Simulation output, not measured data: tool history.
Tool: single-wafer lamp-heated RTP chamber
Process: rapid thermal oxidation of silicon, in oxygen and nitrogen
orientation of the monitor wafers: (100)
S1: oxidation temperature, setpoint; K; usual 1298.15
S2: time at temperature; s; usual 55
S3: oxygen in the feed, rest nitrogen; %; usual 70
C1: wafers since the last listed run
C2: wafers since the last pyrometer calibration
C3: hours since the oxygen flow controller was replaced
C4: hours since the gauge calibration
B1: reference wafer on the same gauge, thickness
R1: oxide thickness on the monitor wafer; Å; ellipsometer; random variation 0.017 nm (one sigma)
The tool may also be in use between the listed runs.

run 1 day=0.000 | S1=1298.15 S2=39 S3=70 | C1=0 C2=4812 C3=6230.0 C4=283.1 | B1=6.167 | R1=53.02
run 2 day=1.162 | S1=1298.15 S2=55 S3=70 | C1=126 C2=4938 C3=6257.9 C4=311.0 | B1=6.173 | R1=61.22
run 3 day=1.696 | S1=1298.15 S2=55 S3=70 | C1=57 C2=4996 C3=6270.7 C4=323.8 | B1=6.174 | R1=61.58
-- day=2.050 gauge calibrated
run 4 day=2.879 | S1=1298.15 S2=49 S3=70 | C1=128 C2=5124 C3=6299.1 C4=19.9 | B1=6.181 | R1=58.45
run 5 day=4.333 | S1=1306.15 S2=55 S3=70 | C1=157 C2=5282 C3=6334.0 C4=54.8 | B1=6.168 | R1=64.83
run 6 day=5.217 | S1=1306.15 S2=55 S3=70 | C1=95 C2=5378 C3=6355.2 C4=76.0 | B1=6.169 | R1=65.25
run 7 day=6.383 | S1=1298.15 S2=55 S3=70 | C1=126 C2=5505 C3=6383.2 C4=104.0 | B1=6.174 | R1=61.35
run 8 day=8.100 | S1=1298.15 S2=55 S3=70 | C1=186 C2=5691 C3=6424.4 C4=145.2 | B1=6.165 | R1=62.01
run 9 day=8.779 | S1=1298.15 S2=55 S3=70 | C1=73 C2=5765 C3=6440.7 C4=161.5 | B1=6.178 | R1=62.01
run 10 day=9.425 | S1=1307.15 S2=35 S3=70 | C1=70 C2=5835 C3=6456.2 C4=177.0 | B1=6.171 | R1=54.24
-- day=10.804 oxygen flow controller replaced
run 11 day=10.875 | S1=1307.15 S2=35 S3=70 | C1=121 C2=5956 C3=1.7 C4=211.8 | B1=6.168 | R1=54.58
-- day=13.271 gauge calibrated
run 12 day=13.354 | S1=1284.15 S2=67 S3=56 | C1=269 C2=6226 C3=61.2 C4=2.0 | B1=6.163 | R1=56.99
run 13 day=14.725 | S1=1284.15 S2=55 S3=42 | C1=148 C2=6375 C3=94.1 C4=34.9 | B1=6.167 | R1=47.57
run 14 day=15.558 | S1=1298.15 S2=55 S3=98 | C1=90 C2=6465 C3=114.1 C4=54.9 | B1=6.170 | R1=70.67
run 15 day=16.658 | S1=1298.15 S2=55 S3=70 | C1=119 C2=6584 C3=140.5 C4=81.3 | B1=6.171 | R1=62.95
run 16 day=17.729 | S1=1284.15 S2=44 S3=84 | C1=116 C2=6701 C3=166.2 C4=107.0 | B1=6.167 | R1=55.08
-- day=18.154 pyrometer window cleaned and pyrometer calibrated
run 17 day=18.983 | S1=1275.15 S2=44 S3=70 | C1=100 C2=90 C3=196.3 C4=137.1 | B1=6.166 | R1=45.79
run 18 day=20.250 | S1=1298.15 S2=55 S3=70 | C1=137 C2=227 C3=226.7 C4=167.5 | B1=6.178 | R1=59.51
run 19 day=21.046 | S1=1298.15 S2=78 S3=58 | C1=86 C2=314 C3=245.8 C4=186.6 | B1=6.172 | R1=64.37
run 20 day=21.621 | S1=1298.15 S2=78 S3=58 | C1=62 C2=376 C3=259.6 C4=200.4 | B1=6.168 | R1=64.99
run 21 day=22.650 | S1=1271.15 S2=29 S3=98 | C1=111 C2=488 C3=284.3 C4=225.1 | B1=6.166 | R1=42.05
run 22 day=23.562 | S1=1283.15 S2=39 S3=85 | C1=99 C2=587 C3=306.2 C4=247.0 | B1=6.166 | R1=49.32
run 23 day=24.629 | S1=1306.15 S2=33 S3=48 | C1=115 C2=703 C3=331.8 C4=272.6 | B1=6.162 | R1=44.48

The same runs without the tool's hidden state, with the same run-to-run variation:
The hidden state here: true wafer temperature minus pyrometer reading, K; deviation of the oxygen flow from its setpoint, %; gauge reads high (%).
run=1 R1=51.06
run=2 R1=58.84
run=3 R1=59.15
run=4 R1=56.07
run=5 R1=62.09
run=6 R1=62.42
run=7 R1=58.57
run=8 R1=59.07
run=9 R1=59.01
run=10 R1=51.63
run=11 R1=51.85
run=12 R1=53.85
run=13 R1=44.96
run=14 R1=66.54
run=15 R1=59.20
run=16 R1=51.68
run=17 R1=45.53
run=18 R1=59.17
run=19 R1=63.99
run=20 R1=64.61
run=21 R1=41.81
run=22 R1=49.02
run=23 R1=44.22
